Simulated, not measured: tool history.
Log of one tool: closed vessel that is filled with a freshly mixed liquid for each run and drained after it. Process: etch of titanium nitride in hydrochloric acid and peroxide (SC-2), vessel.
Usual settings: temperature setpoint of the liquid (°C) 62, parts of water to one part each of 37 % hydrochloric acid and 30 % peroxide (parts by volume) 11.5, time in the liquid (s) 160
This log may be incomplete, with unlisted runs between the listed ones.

run	day	temperature setpoint of the liquid (°C)	parts of water to one part each of 37 % hydrochloric acid and 30 % peroxide (parts by volume)	time in the liquid (s)	read-back film thickness of the titanium nitride reference wafer, read on the same gauge (nm)	thickness taken off the titanium nitride on a monitor wafer (Å)
1	0	62	11.5	160	50.01	100.1
2	0.917	62	11.5	160	49.96	100.8
3	2.329	62	11.5	160	49.97	100
4	3.575	62	11.5	160	50	99.7
5	4.608	62	11.5	160	49.99	99
6	5.471	62	11.5	160	50.05	100.4
7	6.417	62	11.5	160	49.99	99.1
8	7.142	62	11.5	160	50	99
9	8.192	62	11.5	100	50.01	61.9
10	9.162	62	11.5	100	49.97	61.7
11	10.662	62	11.5	100	50.01	62
12	11.812	62	11.5	160	49.96	99
13	13.3	66.5	11.5	110	50	89.4
14	14.196	62	13.5	160	50.01	85.7
15	14.696	62	11.5	160	50.01	98.6
# day 15.683: thermometer replaced
16	15.704	62	11.5	160	50	111.3
17	16.967	67	9.5	115	50	127.4
18	17.562	54.5	14	185	50.02	66.7
# day 18.546: chemicals flow meter replaced
19	18.758	55	7.5	230	49.96	145
20	19.967	69.5	13.5	105	49.99	99.5
# day 20.854: new drum of peroxide connected
# day 21.408: gauge calibrated
21	22.883	65.5	15.5	250	50.01	164.4
22	24.279	67.5	15.5	235	50.04	172.4
23	25.371	62	11.5	235	49.99	161.6
24	26.358	57	9.5	85	49.98	49.4
25	27.5	52	16	120	50.01	32.4
26	28.808	70	15	195	50	171.1
27	30.225	68.5	5.5	135	49.99	244.6
28	31.321	62	11.5	160	50	109.2

Consider 4 possible next runs. They are alternatives, not a sequence: every one starts from the tool as it was left by run 28. What does each give?
A	31.35	62	11.5	160	?	?
B	31.35	62	11.5	205	?	?
C	31.35	67.5	8	195	?	?
D	31.35	65	11.5	160	?	?

run	read-back film thickness of the titanium nitride reference wafer, read on the same gauge (nm)	thickness taken off the titanium nitride on a monitor wafer (Å)
A	49.99	109.2
B	49.99	139.9
C	49.99	251.5
D	49.99	131.3
With no hidden state in the tool, these same runs would have given:
run	thickness taken off the titanium nitride on a monitor wafer (Å)
A	113.2
B	145
C	260.4
D	136.1
